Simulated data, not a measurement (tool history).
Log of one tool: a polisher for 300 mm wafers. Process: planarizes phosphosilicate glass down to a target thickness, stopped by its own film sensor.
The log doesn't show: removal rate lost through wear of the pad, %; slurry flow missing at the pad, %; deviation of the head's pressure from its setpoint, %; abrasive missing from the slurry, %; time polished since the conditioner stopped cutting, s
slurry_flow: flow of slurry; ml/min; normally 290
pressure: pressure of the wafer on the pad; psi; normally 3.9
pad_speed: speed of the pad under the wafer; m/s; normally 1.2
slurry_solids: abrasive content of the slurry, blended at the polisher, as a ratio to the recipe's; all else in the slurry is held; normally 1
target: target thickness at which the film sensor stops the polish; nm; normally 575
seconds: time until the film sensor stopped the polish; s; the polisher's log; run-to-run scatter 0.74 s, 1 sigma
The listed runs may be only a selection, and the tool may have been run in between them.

| run | hour | slurry_flow | pressure | pad_speed | slurry_solids | target | wafers since the last listed run | wafers polished on this pad | hours since the slurry nozzle was cleaned | hours since the head pressure was calibrated | hours since the slurry blender was calibrated | hours since the conditioning disc was replaced | incoming thickness of the incoming film, nm | seconds |
|---|---|---|---|---|---|---|---|---|---|---|---|---|---|---|
| 1 | 0 | 330 | 3.9 | 1.2 | 1 | 575 | 0 | 497 | 469.1 | 166.7 | 207.5 | 193.7 | 1237.7 | 67.1 |
|  | 13.7 | slurry nozzle cleaned |
| 2 | 18.9 | 290 | 3.9 | 1.2 | 1 | 575 | 136 | 634 | 5.2 | 185.6 | 226.4 | 212.6 | 1236 | 69.3 |
|  | 30.2 | slurry blender recalibrated |
| 3 | 41.9 | 290 | 3.9 | 1.2 | 1 | 575 | 160 | 794 | 28.2 | 208.6 | 11.7 | 235.6 | 1269.6 | 72.8 |
|  | 52.6 | conditioning disc replaced and pad reconditioned |
| 4 | 76.1 | 290 | 3.9 | 1.2 | 0.8 | 575 | 245 | 1040 | 62.4 | 242.8 | 45.9 | 23.5 | 1234.9 | 78.6 |
| 5 | 91.2 | 290 | 3.9 | 1.2 | 0.8 | 575 | 115 | 1155 | 77.5 | 257.9 | 61 | 38.6 | 1268.5 | 82.6 |
|  | 108.3 | worn pad replaced by a new one |
| 6 | 113.6 | 290 | 3.9 | 1.2 | 0.8 | 575 | 140 | 40 | 99.9 | 280.3 | 83.4 | 61 | 1267.3 | 78.1 |
| 7 | 146.7 | 290 | 3.9 | 1.2 | 1 | 575 | 252 | 293 | 133 | 313.4 | 116.5 | 94.1 | 1241.9 | 66.4 |
| 8 | 180.8 | 290 | 3.9 | 1.2 | 1 | 575 | 260 | 553 | 167.1 | 347.5 | 150.6 | 128.2 | 1254.3 | 68.7 |
| 9 | 201.9 | 290 | 3.9 | 1.2 | 1 | 575 | 161 | 714 | 188.2 | 368.6 | 171.7 | 149.3 | 1258.3 | 72.8 |
| 10 | 229.2 | 290 | 3.9 | 1.2 | 1 | 575 | 208 | 923 | 215.5 | 395.9 | 199 | 176.6 | 1246 | 71.1 |
|  | 260.8 | slurry blender recalibrated |
| 11 | 269.4 | 290 | 3.9 | 1.2 | 1.1 | 575 | 291 | 1215 | 255.7 | 436.1 | 8.6 | 216.8 | 1268.8 | 67.9 |
|  | 284.4 | conditioning disc replaced and pad reconditioned |
|  | 307 | worn pad replaced by a new one |
|  | 331.8 | head pressure recalibrated |
| 12 | 361.3 | 290 | 3.9 | 1.54 | 1 | 452 | 640 | 399 | 347.6 | 29.5 | 100.5 | 76.9 | 1242.6 | 69.1 |
| 13 | 384.4 | 290 | 3.9 | 1.2 | 1 | 575 | 176 | 576 | 370.7 | 52.6 | 123.6 | 100 | 1233.8 | 71.8 |
| 14 | 401.9 | 290 | 3.9 | 1.2 | 1 | 681 | 133 | 710 | 388.2 | 70.1 | 141.1 | 117.5 | 1254.2 | 61.9 |
|  | 429.1 | slurry nozzle cleaned |
| 15 | 436.3 | 290 | 5.3 | 1.54 | 1.2 | 575 | 255 | 965 | 7.2 | 104.5 | 175.5 | 151.9 | 1254 | 42.6 |
| 16 | 468.6 | 290 | 3.9 | 1.2 | 1 | 575 | 246 | 1211 | 39.5 | 136.8 | 207.8 | 184.2 | 1253.9 | 72.7 |
| 17 | 483.5 | 230 | 3.9 | 1.2 | 1 | 749 | 113 | 1325 | 54.4 | 151.7 | 222.7 | 199.1 | 1259.3 | 55.8 |
|  | 497.4 | conditioning disc replaced and pad reconditioned |
| 18 | 500.3 | 315 | 3.9 | 1.08 | 0.9 | 635 | 113 | 1438 | 71.2 | 168.5 | 239.5 | 2.9 | 1228.4 | 72.5 |
|  | 505.3 | worn pad replaced by a new one |
|  | 519.7 | slurry blender recalibrated |
| 19 | 523 | 335 | 4.6 | 1.2 | 1 | 575 | 127 | 119 | 93.9 | 191.2 | 3.3 | 25.6 | 1251.8 | 57.4 |
| 20 | 557.6 | 290 | 3.9 | 1.2 | 1 | 575 | 264 | 384 | 128.5 | 225.8 | 37.9 | 60.2 | 1252.1 | 69.5 |
| 21 | 587.4 | 380 | 3.9 | 1.04 | 1 | 575 | 227 | 611 | 158.3 | 255.6 | 67.7 | 90 | 1255.5 | 76.1 |
| 22 | 621.6 | 290 | 2.7 | 0.84 | 1 | 514 | 261 | 873 | 192.5 | 289.8 | 101.9 | 124.2 | 1265.3 | 140.6 |
| 23 | 644.7 | 235 | 4.6 | 1.38 | 1.15 | 575 | 176 | 1049 | 215.6 | 312.9 | 125 | 147.3 | 1244.2 | 52.6 |
| 24 | 659.4 | 290 | 3.9 | 0.92 | 1 | 575 | 112 | 1161 | 230.3 | 327.6 | 139.7 | 162 | 1255.5 | 87.4 |
|  | 670.4 | worn pad replaced by a new one |
|  | 709.8 | conditioning disc replaced and pad reconditioned |
| 25 | 721 | 360 | 3.2 | 0.82 | 1 | 390 | 424 | 371 | 291.9 | 389.2 | 201.3 | 11.2 | 1267.1 | 131 |

How the hidden state differs across the entries between the runs, from the last listed run before each to the first after it:
Run 1 -> run 2: slurry nozzle cleaned (hour 13.7)
  removal rate lost through wear of the pad, %: 7.5 -> 8.48; deviation of the head's pressure from its setpoint, %: 2.87 -> 3.13
  what was measured, less what the result would be without the hidden state, seconds: +3.6 -> +4.3 s
Run 2 -> run 3: slurry blender recalibrated (hour 30.2)
  removal rate lost through wear of the pad, %: 8.48 -> 9.33; deviation of the head's pressure from its setpoint, %: 3.13 -> 3.43
  what was measured, less what the result would be without the hidden state, seconds: +4.3 -> +4.9 s
Run 3 -> run 4: conditioning disc replaced and pad reconditioned (hour 52.6)
  removal rate lost through wear of the pad, %: 9.33 -> 10.1; deviation of the head's pressure from its setpoint, %: 3.43 -> 3.8
  what was measured, less what the result would be without the hidden state, seconds: +4.9 -> +5.8 s
Run 5 -> run 6: worn pad replaced by a new one (hour 108.3)
  removal rate lost through wear of the pad, %: 10.3 -> 2.45; deviation of the head's pressure from its setpoint, %: 3.95 -> 4.14
  what was measured, less what the result would be without the hidden state, seconds: +6.2 -> -0.6 s
Run 10 -> run 11: slurry blender recalibrated (hour 260.8)
  removal rate lost through wear of the pad, %: 10.9 -> 11.6; deviation of the head's pressure from its setpoint, %: 4.86 -> 5.03
  what was measured, less what the result would be without the hidden state, seconds: +5.3 -> +5.4 s
Run 11 -> run 12: conditioning disc replaced and pad reconditioned (hour 284.4); worn pad replaced by a new one (hour 307); head pressure recalibrated (hour 331.8)
  removal rate lost through wear of the pad, %: 11.6 -> 8.54; deviation of the head's pressure from its setpoint, %: 5.03 -> 1.23
  what was measured, less what the result would be without the hidden state, seconds: +5.4 -> +5.2 s
Run 14 -> run 15: slurry nozzle cleaned (hour 429.1)
  removal rate lost through wear of the pad, %: 10.7 -> 11.7; deviation of the head's pressure from its setpoint, %: 2.33 -> 3.1
  what was measured, less what the result would be without the hidden state, seconds: +5.6 -> +4 s
Run 17 -> run 18: conditioning disc replaced and pad reconditioned (hour 497.4)
  removal rate lost through wear of the pad, %: 12.3 -> 12.5; deviation of the head's pressure from its setpoint, %: 3.96 -> 4.22
  what was measured, less what the result would be without the hidden state, seconds: +5.3 -> +6.9 s
Run 18 -> run 19: worn pad replaced by a new one (hour 505.3); slurry blender recalibrated (hour 519.7)
  removal rate lost through wear of the pad, %: 12.5 -> 4.49; deviation of the head's pressure from its setpoint, %: 4.22 -> 4.54
  what was measured, less what the result would be without the hidden state, seconds: +6.9 -> +0.5 s
Run 24 -> run 25: worn pad replaced by a new one (hour 670.4); conditioning disc replaced and pad reconditioned (hour 709.8)
  removal rate lost through wear of the pad, %: 11.7 -> 6.5; deviation of the head's pressure from its setpoint, %: 5.82 -> 6.16
  what was measured, less what the result would be without the hidden state, seconds: +6.6 -> +2.4 s

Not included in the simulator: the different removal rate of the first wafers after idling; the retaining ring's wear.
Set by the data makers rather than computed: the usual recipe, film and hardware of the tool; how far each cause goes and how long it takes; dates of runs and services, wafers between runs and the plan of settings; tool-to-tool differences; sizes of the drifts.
